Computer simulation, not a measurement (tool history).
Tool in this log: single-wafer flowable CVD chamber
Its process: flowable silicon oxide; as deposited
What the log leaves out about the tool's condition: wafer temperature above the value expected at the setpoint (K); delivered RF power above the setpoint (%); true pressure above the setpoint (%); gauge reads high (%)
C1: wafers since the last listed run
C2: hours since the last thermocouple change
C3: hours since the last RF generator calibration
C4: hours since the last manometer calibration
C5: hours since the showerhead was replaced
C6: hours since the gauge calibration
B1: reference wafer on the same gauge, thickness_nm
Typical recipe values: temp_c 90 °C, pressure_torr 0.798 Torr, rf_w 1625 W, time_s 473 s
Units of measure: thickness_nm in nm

{"run": 1, "day": 0.0, "temp_c": 90, "pressure_torr": 0.798, "rf_w": 1625, "time_s": 473, "C1": 0, "C2": 1942.6, "C3": 416.8, "C4": 1540.7, "C5": 2549.5, "C6": 252.5, "B1": 333.834, "thickness_nm": 367.634}
{"run": 2, "day": 2.746, "temp_c": 90, "pressure_torr": 0.798, "rf_w": 1625, "time_s": 473, "C1": 239, "C2": 2008.5, "C3": 482.7, "C4": 1606.6, "C5": 2615.4, "C6": 318.4, "B1": 332.784, "thickness_nm": 372.774}
{"run": 3, "day": 4.808, "temp_c": 90, "pressure_torr": 0.798, "rf_w": 1625, "time_s": 473, "C1": 180, "C2": 2058, "C3": 532.2, "C4": 1656.1, "C5": 2664.9, "C6": 367.9, "B1": 332.97, "thickness_nm": 368.376}
{"run": 4, "day": 7.171, "temp_c": 90, "pressure_torr": 0.798, "rf_w": 1625, "time_s": 473, "C1": 206, "C2": 2114.7, "C3": 588.9, "C4": 1712.8, "C5": 2721.6, "C6": 424.6, "B1": 333.083, "thickness_nm": 368.024}
{"run": 5, "day": 8.579, "temp_c": 90, "pressure_torr": 0.798, "rf_w": 1625, "time_s": 473, "C1": 123, "C2": 2148.5, "C3": 622.7, "C4": 1746.6, "C5": 2755.4, "C6": 458.4, "B1": 332.789, "thickness_nm": 368.757}
{"run": 6, "day": 10.712, "temp_c": 90, "pressure_torr": 0.798, "rf_w": 1625, "time_s": 473, "C1": 186, "C2": 2199.7, "C3": 673.9, "C4": 1797.8, "C5": 2806.6, "C6": 509.6, "B1": 333.079, "thickness_nm": 368.992}
{"run": 7, "day": 11.988, "temp_c": 90, "pressure_torr": 0.673, "rf_w": 1625, "time_s": 473, "C1": 111, "C2": 2230.3, "C3": 704.5, "C4": 1828.4, "C5": 2837.2, "C6": 540.2, "B1": 333.066, "thickness_nm": 330.471}
{"run": 8, "day": 14.012, "temp_c": 90, "pressure_torr": 0.914, "rf_w": 1625, "time_s": 473, "C1": 176, "C2": 2278.9, "C3": 753.1, "C4": 1877, "C5": 2885.8, "C6": 588.8, "B1": 333.476, "thickness_nm": 401.415}
{"run": 9, "day": 15.721, "temp_c": 90, "pressure_torr": 0.914, "rf_w": 1625, "time_s": 473, "C1": 149, "C2": 2319.9, "C3": 794.1, "C4": 1918, "C5": 2926.8, "C6": 629.8, "B1": 331.937, "thickness_nm": 406.371}
{"run": 10, "day": 18.262, "temp_c": 90, "pressure_torr": 0.798, "rf_w": 1625, "time_s": 473, "C1": 222, "C2": 2380.9, "C3": 855.1, "C4": 1979, "C5": 2987.8, "C6": 690.8, "B1": 333.53, "thickness_nm": 367.485}
{"run": 11, "day": 20.408, "temp_c": 90, "pressure_torr": 0.798, "rf_w": 1625, "time_s": 473, "C1": 187, "C2": 2432.4, "C3": 906.6, "C4": 2030.5, "C5": 3039.3, "C6": 742.3, "B1": 333.2, "thickness_nm": 369.098}
{"day": 21.483, "done": "thermocouple changed; heater temperature recalibrated"}
{"run": 12, "day": 22.133, "temp_c": 96, "pressure_torr": 0.798, "rf_w": 1625, "time_s": 473, "C1": 121, "C2": 15.6, "C3": 948, "C4": 2071.9, "C5": 3080.7, "C6": 783.7, "B1": 332.974, "thickness_nm": 323.096}
{"run": 13, "day": 24.621, "temp_c": 96, "pressure_torr": 0.798, "rf_w": 1625, "time_s": 473, "C1": 217, "C2": 75.3, "C3": 1007.7, "C4": 2131.6, "C5": 3140.4, "C6": 843.4, "B1": 333.591, "thickness_nm": 319.849}
{"run": 14, "day": 28.925, "temp_c": 82, "pressure_torr": 0.798, "rf_w": 1770, "time_s": 379, "C1": 376, "C2": 178.6, "C3": 1111, "C4": 2234.9, "C5": 3243.7, "C6": 946.7, "B1": 333.329, "thickness_nm": 396.485}
{"run": 15, "day": 31.55, "temp_c": 77, "pressure_torr": 0.622, "rf_w": 1845, "time_s": 473, "C1": 229, "C2": 241.6, "C3": 1174, "C4": 2297.9, "C5": 3306.7, "C6": 1009.7, "B1": 332.813, "thickness_nm": 483.179}
{"run": 16, "day": 33.908, "temp_c": 90, "pressure_torr": 0.798, "rf_w": 1625, "time_s": 473, "C1": 206, "C2": 298.2, "C3": 1230.6, "C4": 2354.5, "C5": 3363.3, "C6": 1066.3, "B1": 333.129, "thickness_nm": 384.375}
{"run": 17, "day": 34.95, "temp_c": 90, "pressure_torr": 0.798, "rf_w": 1625, "time_s": 516, "C1": 91, "C2": 323.2, "C3": 1255.6, "C4": 2379.5, "C5": 3388.3, "C6": 1091.3, "B1": 331.976, "thickness_nm": 418.003}
{"day": 38.296, "done": "showerhead replaced, of another model than before"}
{"run": 18, "day": 41.075, "temp_c": 99, "pressure_torr": 0.977, "rf_w": 1315, "time_s": 415, "C1": 506, "C2": 470.2, "C3": 1402.6, "C4": 2526.5, "C5": 66.7, "C6": 1238.3, "B1": 332.885, "thickness_nm": 302.593}
{"day": 42.904, "done": "capacitance manometer re-zeroed and calibrated"}
{"run": 19, "day": 45.096, "temp_c": 90, "pressure_torr": 0.918, "rf_w": 1315, "time_s": 473, "C1": 322, "C2": 566.7, "C3": 1499.1, "C4": 52.6, "C5": 163.2, "C6": 1334.8, "B1": 333.382, "thickness_nm": 430.999}
{"run": 20, "day": 47.204, "temp_c": 101, "pressure_torr": 0.798, "rf_w": 1625, "time_s": 518, "C1": 184, "C2": 617.3, "C3": 1549.7, "C4": 103.2, "C5": 213.8, "C6": 1385.4, "B1": 332.692, "thickness_nm": 290.419}
{"run": 21, "day": 49.375, "temp_c": 90, "pressure_torr": 0.798, "rf_w": 1625, "time_s": 473, "C1": 189, "C2": 669.4, "C3": 1601.8, "C4": 155.3, "C5": 265.9, "C6": 1437.5, "B1": 333.147, "thickness_nm": 376.69}
{"day": 51.192, "done": "RF generator calibrated"}
{"run": 22, "day": 51.838, "temp_c": 90, "pressure_torr": 0.798, "rf_w": 1625, "time_s": 473, "C1": 186, "C2": 728.5, "C3": 15.5, "C4": 214.4, "C5": 325, "C6": 1496.6, "B1": 332.456, "thickness_nm": 377.013}
{"run": 23, "day": 52.979, "temp_c": 90, "pressure_torr": 0.798, "rf_w": 1625, "time_s": 473, "C1": 99, "C2": 755.9, "C3": 42.9, "C4": 241.8, "C5": 352.4, "C6": 1524, "B1": 332.963, "thickness_nm": 377.562}
{"day": 53.404, "done": "gauge calibrated"}
{"run": 24, "day": 55.875, "temp_c": 90, "pressure_torr": 0.798, "rf_w": 1625, "time_s": 548, "C1": 253, "C2": 825.4, "C3": 112.4, "C4": 311.3, "C5": 421.9, "C6": 59.3, "B1": 333.294, "thickness_nm": 436.021}
{"run": 25, "day": 63.496, "temp_c": 82, "pressure_torr": 0.798, "rf_w": 1760, "time_s": 473, "C1": 665, "C2": 1008.3, "C3": 295.3, "C4": 494.2, "C5": 604.8, "C6": 242.2, "B1": 333.243, "thickness_nm": 477.602}
{"run": 26, "day": 64.75, "temp_c": 105, "pressure_torr": 0.798, "rf_w": 1530, "time_s": 473, "C1": 109, "C2": 1038.4, "C3": 325.4, "C4": 524.3, "C5": 634.9, "C6": 272.3, "B1": 333.155, "thickness_nm": 231.844}
{"run": 27, "day": 65.792, "temp_c": 90, "pressure_torr": 0.798, "rf_w": 1625, "time_s": 473, "C1": 91, "C2": 1063.4, "C3": 350.4, "C4": 549.3, "C5": 659.9, "C6": 297.3, "B1": 332.356, "thickness_nm": 375.694}
{"run": 28, "day": 71.933, "temp_c": 90, "pressure_torr": 0.798, "rf_w": 1625, "time_s": 473, "C1": 536, "C2": 1210.8, "C3": 497.8, "C4": 696.7, "C5": 807.3, "C6": 444.7, "B1": 332.775, "thickness_nm": 375.097}

What was the tool's hidden state at every run in the log?
delivered RF power above the setpoint (%): 0, the same for each run
true pressure above the setpoint (%): 0, the same for each run
gauge reads high (%): 0, the same for each run
H1: wafer temperature above the value expected at the setpoint (K)
run=1 H1=1.59
run=2 H1=1.61
run=3 H1=1.62
run=4 H1=1.63
run=5 H1=1.63
run=6 H1=1.64
run=7 H1=1.64
run=8 H1=1.65
run=9 H1=1.66
run=10 H1=1.66
run=11 H1=1.67
run=12 H1=-0.097
run=13 H1=0.0172
run=14 H1=0.197
run=15 H1=0.297
run=16 H1=0.38
run=17 H1=0.415
run=18 H1=0.602
run=19 H1=0.708
run=20 H1=0.759
run=21 H1=0.809
run=22 H1=0.861
run=23 H1=0.885
run=24 H1=0.94
run=25 H1=1.07
run=26 H1=1.09
run=27 H1=1.1
run=28 H1=1.18

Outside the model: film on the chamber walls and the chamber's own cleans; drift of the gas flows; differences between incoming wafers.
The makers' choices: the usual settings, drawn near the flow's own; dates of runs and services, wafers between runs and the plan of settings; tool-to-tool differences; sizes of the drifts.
